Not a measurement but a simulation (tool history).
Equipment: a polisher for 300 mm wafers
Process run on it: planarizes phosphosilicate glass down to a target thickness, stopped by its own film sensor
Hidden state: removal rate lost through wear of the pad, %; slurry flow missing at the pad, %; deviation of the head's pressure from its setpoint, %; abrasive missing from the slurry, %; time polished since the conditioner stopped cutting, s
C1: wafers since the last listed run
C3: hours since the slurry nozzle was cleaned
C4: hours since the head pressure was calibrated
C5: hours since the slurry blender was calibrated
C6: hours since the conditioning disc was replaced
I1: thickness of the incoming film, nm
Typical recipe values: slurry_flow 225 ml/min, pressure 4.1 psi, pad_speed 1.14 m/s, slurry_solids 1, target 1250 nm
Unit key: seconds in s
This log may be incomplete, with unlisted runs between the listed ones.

{"run": 1, "hour": 0.0, "slurry_flow": 225, "pressure": 4.1, "pad_speed": 1.14, "slurry_solids": 1.15, "target": 1250, "C1": 0, "wafers polished on this pad": 260, "C3": 471.1, "C4": 1163.5, "C5": 91.4, "C6": 251.1, "I1": 2136.3, "seconds": 62.5}
{"run": 2, "hour": 16.0, "slurry_flow": 225, "pressure": 4.1, "pad_speed": 1.14, "slurry_solids": 1.15, "target": 1250, "C1": 113, "wafers polished on this pad": 373, "C3": 487.1, "C4": 1179.5, "C5": 107.4, "C6": 267.1, "I1": 2158.5, "seconds": 65.7}
{"run": 3, "hour": 27.8, "slurry_flow": 265, "pressure": 4.1, "pad_speed": 1.14, "slurry_solids": 1, "target": 1250, "C1": 83, "wafers polished on this pad": 457, "C3": 498.9, "C4": 1191.3, "C5": 119.2, "C6": 278.9, "I1": 2088.4, "seconds": 63.7}
{"run": 4, "hour": 38.6, "slurry_flow": 265, "pressure": 4.1, "pad_speed": 1.14, "slurry_solids": 1, "target": 1250, "C1": 76, "wafers polished on this pad": 533, "C3": 509.7, "C4": 1202.1, "C5": 130, "C6": 289.7, "I1": 2116.8, "seconds": 66}
{"run": 5, "hour": 48.2, "slurry_flow": 265, "pressure": 4.1, "pad_speed": 1.14, "slurry_solids": 1, "target": 1250, "C1": 67, "wafers polished on this pad": 601, "C3": 519.3, "C4": 1211.7, "C5": 139.6, "C6": 299.3, "I1": 2125.3, "seconds": 68.1}
{"run": 6, "hour": 58.5, "slurry_flow": 225, "pressure": 3.3, "pad_speed": 1.14, "slurry_solids": 1, "target": 1250, "C1": 72, "wafers polished on this pad": 674, "C3": 529.6, "C4": 1222, "C5": 149.9, "C6": 309.6, "I1": 2140.7, "seconds": 87.8}
{"run": 7, "hour": 67.2, "slurry_flow": 225, "pressure": 3.3, "pad_speed": 1.14, "slurry_solids": 1, "target": 1250, "C1": 61, "wafers polished on this pad": 735, "C3": 538.3, "C4": 1230.7, "C5": 158.6, "C6": 318.3, "I1": 2109.4, "seconds": 83.3}
{"run": 8, "hour": 73.9, "slurry_flow": 225, "pressure": 3.3, "pad_speed": 1.14, "slurry_solids": 1, "target": 1250, "C1": 47, "wafers polished on this pad": 782, "C3": 545, "C4": 1237.4, "C5": 165.3, "C6": 325, "I1": 2110.4, "seconds": 85}
{"run": 9, "hour": 81.5, "slurry_flow": 225, "pressure": 4.6, "pad_speed": 1.14, "slurry_solids": 1, "target": 1371, "C1": 53, "wafers polished on this pad": 836, "C3": 552.6, "C4": 1245, "C5": 172.9, "C6": 332.6, "I1": 2138.9, "seconds": 53.2}
{"run": 10, "hour": 87.6, "slurry_flow": 225, "pressure": 4.6, "pad_speed": 1.14, "slurry_solids": 1, "target": 1371, "C1": 43, "wafers polished on this pad": 879, "C3": 558.7, "C4": 1251.1, "C5": 179, "C6": 338.7, "I1": 2149, "seconds": 53.8}
{"run": 11, "hour": 95.3, "slurry_flow": 225, "pressure": 4.1, "pad_speed": 1.14, "slurry_solids": 1, "target": 1250, "C1": 54, "wafers polished on this pad": 934, "C3": 566.4, "C4": 1258.8, "C5": 186.7, "C6": 346.4, "I1": 2148.3, "seconds": 72.9}
{"run": 12, "hour": 112.7, "slurry_flow": 280, "pressure": 4.8, "pad_speed": 1.28, "slurry_solids": 1, "target": 1250, "C1": 122, "wafers polished on this pad": 1057, "C3": 583.8, "C4": 1276.2, "C5": 204.1, "C6": 363.8, "I1": 2127.6, "seconds": 53.6}

Predict the results of run 13:
{"hour": 121.1, "done": "conditioning disc replaced and pad reconditioned"}
{"hour": 124.8, "done": "worn pad replaced by a new one"}
{"run": 13, "hour": 129.9, "slurry_flow": 165, "pressure": 4.1, "pad_speed": 1.14, "slurry_solids": 1.15, "target": 1250, "C1": 81, "wafers polished on this pad": 35, "C3": 601, "C4": 1293.4, "C5": 221.3, "C6": 8.8, "I1": 2160.6, "seconds": "?"}

seconds: 73.6 s
With the hidden condition absent and the run-to-run variation left alone, this run would have shown seconds 63 s.
